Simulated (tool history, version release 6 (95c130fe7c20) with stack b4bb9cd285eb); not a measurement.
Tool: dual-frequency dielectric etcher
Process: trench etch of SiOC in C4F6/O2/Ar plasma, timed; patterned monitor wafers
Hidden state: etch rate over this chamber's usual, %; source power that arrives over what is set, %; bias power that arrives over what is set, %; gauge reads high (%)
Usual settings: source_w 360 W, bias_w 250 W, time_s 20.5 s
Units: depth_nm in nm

run,hour,source_w,bias_w,time_s,wafers since the last listed run,hours since the last wet clean,hours since the last source power generator calibration,hours since the last bias power generator calibration,hours since the last upper electrode change,hours since the gauge calibration,"read-back reference wafer on the same gauge, depth_nm",depth_nm
1,0.0,400,281,20.5,0,268.5,2736.4,2155.9,6145.7,188.0,42.70,45.39
# hour 7.5: gauge calibrated
2,12.0,400,281,20.5,216,280.5,2748.4,2167.9,6157.7,4.5,42.69,45.32
3,24.1,410,250,20.5,217,292.6,2760.5,2180.0,6169.8,16.6,42.69,43.89
4,31.9,410,250,20.5,140,300.4,2768.3,2187.8,6177.6,24.4,42.71,43.79
5,47.9,410,250,20.5,288,316.4,2784.3,2203.8,6193.6,40.4,42.70,43.87
6,63.5,360,250,20.5,280,332.0,2799.9,2219.4,6209.2,56.0,42.68,42.42
7,76.3,320,250,20.5,230,344.8,2812.7,2232.2,6222.0,68.8,42.70,41.13
8,84.8,310,264,20.5,153,353.3,2821.2,2240.7,6230.5,77.3,42.68,41.66
9,93.6,360,250,20.5,158,362.1,2830.0,2249.5,6239.3,86.1,42.68,42.37
# hour 122.8: wet clean of the chamber
10,123.3,360,250,20.5,102,0.5,2859.7,2279.2,6269.0,115.8,42.70,42.85
11,125.0,360,250,20.5,30,2.2,2861.4,2280.9,6270.7,117.5,42.70,42.85
# hour 152.3: bias power generator calibrated
# hour 157.3: upper electrode replaced
12,157.8,360,286,20.5,429,35.0,2894.2,5.5,0.5,150.3,42.72,44.89
13,158.1,360,286,20.5,5,35.3,2894.5,5.8,0.8,150.6,42.73,44.86
# hour 171.9: source power generator calibrated
14,172.4,360,286,20.5,185,49.6,0.5,20.1,15.1,164.9,42.71,44.85
15,175.0,360,250,26.0,46,52.2,3.1,22.7,17.7,167.5,42.69,54.25
16,189.0,330,250,20.5,252,66.2,17.1,36.7,31.7,181.5,42.72,41.88
17,203.7,360,296,25.5,264,80.9,31.8,51.4,46.4,196.2,42.72,56.55
# hour 206.6: gauge calibrated
18,217.3,300,294,22.5,244,94.5,45.4,65.0,60.0,10.7,42.70,47.57
19,225.1,360,250,20.5,140,102.3,53.2,72.8,67.8,18.5,42.70,42.74
20,241.0,420,228,20.5,286,118.2,69.1,88.7,83.7,34.4,42.69,42.88
21,255.3,440,285,15.0,257,132.5,83.4,103.0,98.0,48.7,42.69,34.42
22,262.4,290,201,20.5,127,139.6,90.5,110.1,105.1,55.8,42.70,37.74
23,270.2,360,250,20.5,140,147.4,98.3,117.9,112.9,63.6,42.69,42.66
24,281.2,450,228,20.5,198,158.4,109.3,128.9,123.9,74.6,42.69,43.87
25,296.1,360,250,20.5,268,173.3,124.2,143.8,138.8,89.5,42.71,42.65
26,309.1,340,282,24.0,234,186.3,137.2,156.8,151.8,102.5,42.70,51.39
27,320.5,420,215,18.0,205,197.7,148.6,168.2,163.2,113.9,42.70,36.91
28,329.7,320,275,15.5,165,206.9,157.8,177.4,172.4,123.1,42.68,32.36

3 ways to go on from here, each from the tool as it stands after run 28. What would each give?
A,330.1,360,250,20.5,7,207.3,158.2,177.8,172.8,123.5,?,?
B,330.1,360,303,20.5,7,207.3,158.2,177.8,172.8,123.5,?,?
C,330.1,420,203,15.5,7,207.3,158.2,177.8,172.8,123.5,?,?

run,"read-back reference wafer on the same gauge, depth_nm",depth_nm
A,42.68,42.62
B,42.68,45.58
C,42.68,31.24
Without the tool's hidden state the same runs would have given:
run,depth_nm
A,42.75
B,45.72
C,31.33
